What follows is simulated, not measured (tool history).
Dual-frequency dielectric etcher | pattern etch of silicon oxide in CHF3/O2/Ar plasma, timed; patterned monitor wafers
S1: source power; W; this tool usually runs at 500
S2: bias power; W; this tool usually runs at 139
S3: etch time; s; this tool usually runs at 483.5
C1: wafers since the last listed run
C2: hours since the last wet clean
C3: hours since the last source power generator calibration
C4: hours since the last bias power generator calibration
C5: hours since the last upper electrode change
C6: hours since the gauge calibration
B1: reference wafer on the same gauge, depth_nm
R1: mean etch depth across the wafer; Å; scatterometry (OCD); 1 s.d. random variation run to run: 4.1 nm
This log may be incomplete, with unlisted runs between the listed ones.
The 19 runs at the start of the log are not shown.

run,hour,S1,S2,S3,C1,C2,C3,C4,C5,C6,B1,R1
# hour 428: bias power generator calibrated
20,450.7,400,153,423.5,100,316.9,255.1,22.7,286.8,537.2,1042.4,7404
21,478.7,590,157,435.5,93,344.9,283.1,50.7,314.8,565.2,1042.1,8906
22,510,570,124,483.5,104,376.2,314.4,82,346.1,596.5,1042.1,8641
23,522.5,400,139,483.5,41,388.7,326.9,94.5,358.6,609,1041.8,8030
24,536.8,500,139,483.5,47,403,341.2,108.8,372.9,623.3,1041.5,8763
25,569.1,380,168,483.5,108,435.3,373.5,141.1,405.2,655.6,1041.3,8666
# hour 596: wet clean of the chamber
26,596.5,550,139,388,11,0.5,400.9,168.5,432.6,683,1041.8,7306
27,615.8,500,139,362.5,64,19.8,420.2,187.8,451.9,702.3,1041.1,6566
28,638.9,500,139,483.5,77,42.9,443.3,210.9,475,725.4,1041.7,8704
29,709.1,570,139,430,234,113.1,513.5,281.1,545.2,795.6,1042.9,8070
30,732.2,500,139,483.5,77,136.2,536.6,304.2,568.3,818.7,1041.7,8658

Forecast each of these 4 alternatives for the next run:
A,732.8,500,139,483.5,2,136.8,537.2,304.8,568.9,819.3,?,?
B,732.8,500,110,358.5,2,136.8,537.2,304.8,568.9,819.3,?,?
C,732.8,390,139,575,2,136.8,537.2,304.8,568.9,819.3,?,?
D,732.8,430,139,483.5,2,136.8,537.2,304.8,568.9,819.3,?,?

run,B1,R1
A,1043,8713
B,1043,5724
C,1043,9420
D,1043,8223
Had the tool no hidden state, the same runs would have come out as:
run,R1
A,8792
B,5771
C,9507
D,8298
